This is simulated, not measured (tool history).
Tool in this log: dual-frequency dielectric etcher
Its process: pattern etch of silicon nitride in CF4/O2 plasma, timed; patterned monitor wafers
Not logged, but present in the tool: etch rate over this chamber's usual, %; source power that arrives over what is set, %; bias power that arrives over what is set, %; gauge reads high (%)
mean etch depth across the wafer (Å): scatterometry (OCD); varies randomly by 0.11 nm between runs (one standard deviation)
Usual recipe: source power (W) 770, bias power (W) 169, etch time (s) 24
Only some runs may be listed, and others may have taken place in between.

run   hour  source power (W)  bias power (W)  etch time (s)  wafers since the last listed run  hours since the last wet clean  hours since the last source power generator calibration  hours since the last bias power generator calibration  hours since the last upper electrode change  hours since the gauge calibration  read-back reference wafer on the same gauge, depth_nm  mean etch depth across the wafer (Å)
  1      0               770             145             24                                 0                           256.9                                                   4149.3                                                 2187.2                                       2788.6                                148                                                   77.5                                   691
  2   16.8               770             145             24                               143                           273.7                                                   4166.1                                                   2204                                       2805.4                              164.8                                                   77.5                                   688
  3     24               770             169             24                                61                           280.9                                                   4173.3                                                 2211.2                                       2812.6                                172                                                   77.5                                   717
  4   33.2               830             169             24                                78                           290.1                                                   4182.5                                                 2220.4                                       2821.8                              181.2                                                   77.5                                   771
  5   42.1               830             169             24                                75                             299                                                   4191.4                                                 2229.3                                       2830.7                              190.1                                                   77.5                                   770
      53.4  -- gauge calibrated
  6   56.6               830             169             24                               123                           313.5                                                   4205.9                                                 2243.8                                       2845.2                                3.2                                                   77.5                                   769
  7   66.4               900             169             24                                83                           323.3                                                   4215.7                                                 2253.6                                         2855                                 13                                                   77.5                                   833
  8   75.5               900             169             24                                77                           332.4                                                   4224.8                                                 2262.7                                       2864.1                               22.1                                                   77.5                                   834
  9  106.3               770             169           19.5                               262                           363.2                                                   4255.6                                                 2293.5                                       2894.9                               52.9                                                   77.5                                   580
 10  115.9               770             169           19.5                                81                           372.8                                                   4265.2                                                 2303.1                                       2904.5                               62.5                                                   77.5                                   580
     148.2  -- wet clean of the chamber
     158.3  -- upper electrode replaced
 11  158.8               770             169           19.5                                75                            10.6                                                   4308.1                                                   2346                                          0.5                              105.4                                                   77.5                                   593
 12  159.1               700             169             24                                 2                            10.9                                                   4308.4                                                 2346.3                                          0.8                              105.7                                                   77.5                                   664
 13  162.5               830             196           21.5                                29                            14.3                                                   4311.8                                                 2349.7                                          4.2                              109.1                                                   77.5                                   734
 14    180               720             169           18.5                               149                            31.8                                                   4329.3                                                 2367.2                                         21.7                              126.6                                                   77.5                                   526
     203.5  -- source power generator calibrated
       231  -- bias power generator calibrated
     231.5  -- gauge calibrated
 15  232.8               770             169             24                               382                            84.6                                                     29.3                                                    1.8                                         74.5                                1.3                                                   77.5                                   726
 16  245.5               690             169           18.5                               108                            97.3                                                       42                                                   14.5                                         87.2                                 14                                                   77.5                                   502
 17  259.8               770             207             24                               122                           111.6                                                     56.3                                                   28.8                                        101.5                               28.3                                                   77.5                                   769
 18  270.8               770             148             24                                93                           122.6                                                     67.3                                                   39.8                                        112.5                               39.3                                                   77.5                                   699
 19    282               930             169             28                                95                           133.8                                                     78.5                                                     51                                        123.7                               50.5                                                   77.5                                  1016
 20  296.9               860             169           27.5                               127                           148.7                                                     93.4                                                   65.9                                        138.6                               65.4                                                   77.5                                   924
 21  304.7               830             169             24                                66                           156.5                                                    101.2                                                   73.7                                        146.4                               73.2                                                   77.5                                   779
 22  312.8               650             169           28.5                                69                           164.6                                                    109.3                                                   81.8                                        154.5                               81.3                                                   77.5                                   725

Branching from run 22: 4 alternative next runs. What would each branch give?
  A  313.2               770             184             24                                 3                             165                                                    109.7                                                   82.2                                        154.9                               81.7                                                      ?                                     ?
  B  313.2               620             127           28.5                                 3                             165                                                    109.7                                                   82.2                                        154.9                               81.7                                                      ?                                     ?
  C  313.2               920             185             20                                 3                             165                                                    109.7                                                   82.2                                        154.9                               81.7                                                      ?                                     ?
  D  313.2               660             169           29.5                                 3                             165                                                    109.7                                                   82.2                                        154.9                               81.7                                                      ?                                     ?

run  read-back reference wafer on the same gauge, depth_nm  mean etch depth across the wafer (Å)
  A                                                   77.5                                   742
  B                                                   77.5                                   642
  C                                                   77.5                                   736
  D                                                   77.5                                   764
Stripped of hidden state, with their random variation kept, the same runs would have yielded:
run  mean etch depth across the wafer (Å)
  A                                   748
  B                                   647
  C                                   742
  D                                   770
